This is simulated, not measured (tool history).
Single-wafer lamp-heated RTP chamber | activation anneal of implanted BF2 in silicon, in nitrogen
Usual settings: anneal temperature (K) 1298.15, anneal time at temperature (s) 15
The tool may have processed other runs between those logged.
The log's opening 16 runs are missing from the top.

run     day  anneal temperature (K)  anneal time at temperature (s)  read-back reference wafer on the same gauge, sheet resistance  sheet resistance of the implanted and annealed layer (ohm/square)
 17  34.288                 1298.15                              15                                                         202.57                                                             191.42
 18  35.971                 1298.15                              15                                                         202.97                                                             190.96
     36.446  -- pyrometer window cleaned and pyrometer calibrated
     36.471  -- gauge calibrated
 19  37.279                 1323.15                               6                                                         203.18                                                             193.51
 20  38.554                 1298.15                              15                                                         202.80                                                             194.83
 21  41.288                 1298.15                              15                                                         203.38                                                             195.24
 22  42.421                 1320.15                              18                                                         202.96                                                             182.91
 23  43.429                 1290.15                              18                                                         202.98                                                             194.12
 24  45.317                 1298.15                              15                                                         203.01                                                             191.67
 25  47.512                 1298.15                              15                                                         202.70                                                             191.34
 26  49.921                 1274.15                               8                                                         202.72                                                             213.11
 27  52.683                 1298.15                               9                                                         202.55                                                             197.21
 28  53.883                 1298.15                              18                                                         202.94                                                             187.98
 29  55.196                 1270.15                              22                                                         203.49                                                             200.31
     55.846  -- pyrometer window cleaned and pyrometer calibrated
 30  57.267                 1282.15                              10                                                         202.82                                                             209.99
 31  59.412                 1327.15                              22                                                         202.73                                                             176.79
 32  61.271                 1277.15                              11                                                         202.85                                                             208.79

4 ways to go on from here, each from the tool as it stands after run 32. What would each give?
  A  61.288                 1298.15                              24                                                              ?                                                                  ?
  B  61.288                 1314.15                              18                                                              ?                                                                  ?
  C  61.288                 1298.15                              19                                                              ?                                                                  ?
  D  61.288                 1279.15                              11                                                              ?                                                                  ?

run  read-back reference wafer on the same gauge, sheet resistance  sheet resistance of the implanted and annealed layer (ohm/square)
  A                                                         203.13                                                             187.82
  B                                                         203.13                                                             184.79
  C                                                         203.13                                                             190.71
  D                                                         203.13                                                             209.04
Without the tool's hidden state the same runs would have given:
run  sheet resistance of the implanted and annealed layer (ohm/square)
  A                                                             192.55
  B                                                             188.87
  C                                                             195.86
  D                                                             216.38
